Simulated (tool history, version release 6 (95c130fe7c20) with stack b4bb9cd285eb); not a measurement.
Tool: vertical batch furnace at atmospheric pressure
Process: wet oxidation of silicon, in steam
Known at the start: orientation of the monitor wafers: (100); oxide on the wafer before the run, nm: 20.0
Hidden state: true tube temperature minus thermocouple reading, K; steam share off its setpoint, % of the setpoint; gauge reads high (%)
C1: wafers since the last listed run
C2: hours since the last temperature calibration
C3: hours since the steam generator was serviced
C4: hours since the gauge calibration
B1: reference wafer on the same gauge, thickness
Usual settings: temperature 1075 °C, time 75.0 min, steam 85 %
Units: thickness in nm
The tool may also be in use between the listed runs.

{"run": 1, "day": 0.0, "temperature": 1075, "time": 75.0, "steam": 85, "C1": 0, "C2": 2914.6, "C3": 3232.2, "C4": 280.2, "B1": 569.89, "thickness": 678.23}
{"run": 2, "day": 3.675, "temperature": 1075, "time": 54.5, "steam": 85, "C1": 662, "C2": 3002.8, "C3": 3320.4, "C4": 368.4, "B1": 570.17, "thickness": 569.32}
{"run": 3, "day": 7.812, "temperature": 1075, "time": 54.5, "steam": 85, "C1": 746, "C2": 3102.1, "C3": 3419.7, "C4": 467.7, "B1": 569.92, "thickness": 569.52}
{"run": 4, "day": 11.642, "temperature": 1075, "time": 54.5, "steam": 85, "C1": 690, "C2": 3194.0, "C3": 3511.6, "C4": 559.6, "B1": 569.41, "thickness": 564.26}
{"run": 5, "day": 15.879, "temperature": 1075, "time": 75.0, "steam": 85, "C1": 764, "C2": 3295.7, "C3": 3613.3, "C4": 661.3, "B1": 570.04, "thickness": 675.88}
{"run": 6, "day": 17.75, "temperature": 1081, "time": 47.0, "steam": 85, "C1": 337, "C2": 3340.6, "C3": 3658.2, "C4": 706.2, "B1": 570.06, "thickness": 537.25}
{"day": 19.592, "done": "thermocouples replaced and temperature profile calibrated"}
{"run": 7, "day": 21.821, "temperature": 1075, "time": 75.0, "steam": 85, "C1": 553, "C2": 53.5, "C3": 3755.9, "C4": 803.9, "B1": 569.96, "thickness": 679.4}
{"run": 8, "day": 23.754, "temperature": 1085, "time": 41.5, "steam": 82, "C1": 348, "C2": 99.9, "C3": 3802.3, "C4": 850.3, "B1": 570.18, "thickness": 494.27}
{"run": 9, "day": 26.012, "temperature": 1075, "time": 75.0, "steam": 85, "C1": 407, "C2": 154.1, "C3": 3856.5, "C4": 904.5, "B1": 569.96, "thickness": 678.47}
{"day": 26.429, "done": "gauge calibrated"}
{"day": 27.075, "done": "steam generator serviced"}
{"run": 10, "day": 29.388, "temperature": 1075, "time": 105.5, "steam": 80, "C1": 428, "C2": 235.1, "C3": 55.5, "C4": 71.0, "B1": 570.1, "thickness": 794.56}
{"run": 11, "day": 31.962, "temperature": 1083, "time": 45.5, "steam": 79, "C1": 464, "C2": 296.9, "C3": 117.3, "C4": 132.8, "B1": 569.91, "thickness": 507.02}
{"run": 12, "day": 34.604, "temperature": 1075, "time": 92.5, "steam": 85, "C1": 476, "C2": 360.3, "C3": 180.7, "C4": 196.2, "B1": 570.06, "thickness": 767.63}
{"run": 13, "day": 37.5, "temperature": 1052, "time": 75.0, "steam": 76, "C1": 522, "C2": 429.8, "C3": 250.2, "C4": 265.7, "B1": 570.0, "thickness": 569.77}

The next listed run, before its measurement:
{"run": 14, "day": 41.638, "temperature": 1065, "time": 47.0, "steam": 74, "C1": 746, "C2": 529.1, "C3": 349.5, "C4": 365.0, "B1": "?", "thickness": "?"}

{"run 14": {"B1": 569.96, "thickness": 457.75}}
Without the tool's hidden state the same run would have given thickness 457.75 nm.
